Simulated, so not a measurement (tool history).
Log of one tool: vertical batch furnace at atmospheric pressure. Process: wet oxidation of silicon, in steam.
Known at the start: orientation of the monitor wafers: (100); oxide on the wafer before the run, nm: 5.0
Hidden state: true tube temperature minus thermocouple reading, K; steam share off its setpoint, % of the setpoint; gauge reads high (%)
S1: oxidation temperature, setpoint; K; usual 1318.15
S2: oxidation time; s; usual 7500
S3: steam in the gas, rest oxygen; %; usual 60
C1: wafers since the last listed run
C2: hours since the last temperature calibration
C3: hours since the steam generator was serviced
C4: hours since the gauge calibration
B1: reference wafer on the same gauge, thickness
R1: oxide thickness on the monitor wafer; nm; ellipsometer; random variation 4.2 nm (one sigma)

run,hour,S1,S2,S3,C1,C2,C3,C4,B1,R1
1,0.0,1318.15,9600,62,0,4295.4,868.7,445.0,566.72,803.79
2,38.0,1318.15,9600,62,532,4333.4,906.7,483.0,564.12,788.83
3,53.7,1318.15,7500,60,220,4349.1,922.4,498.7,565.32,672.01
4,74.9,1318.15,7500,60,297,4370.3,943.6,519.9,563.37,676.91
5,98.5,1318.15,7500,60,330,4393.9,967.2,543.5,566.21,672.52
6,115.0,1318.15,7500,60,231,4410.4,983.7,560.0,563.65,666.15
7,150.2,1318.15,7500,60,493,4445.6,1018.9,595.2,564.37,678.98
8,177.7,1318.15,7500,60,385,4473.1,1046.4,622.7,566.35,675.41
9,207.6,1318.15,7500,60,419,4503.0,1076.3,652.6,563.84,672.74
10,237.5,1318.15,7500,60,419,4532.9,1106.2,682.5,563.69,672.95
11,254.3,1318.15,7500,60,235,4549.7,1123.0,699.3,565.25,672.42
12,278.3,1318.15,7500,60,336,4573.7,1147.0,723.3,564.80,670.01
13,298.4,1318.15,7500,60,281,4593.8,1167.1,743.4,567.08,669.30
14,319.8,1318.15,7500,60,300,4615.2,1188.5,764.8,565.39,670.69
15,331.9,1318.15,7500,60,169,4627.3,1200.6,776.9,566.74,664.42
16,365.5,1318.15,7500,60,471,4660.9,1234.2,810.5,566.11,674.62
17,383.9,1318.15,7500,60,258,4679.3,1252.6,828.9,565.32,670.59

The next listed run, before its measurement:
18,416.7,1318.15,10260,60,459,4712.1,1285.4,861.7,?,?

Run 18 gave B1 565.88, R1 796.93 nm.
Without the tool's hidden state the same run would have given R1 834.90 nm.
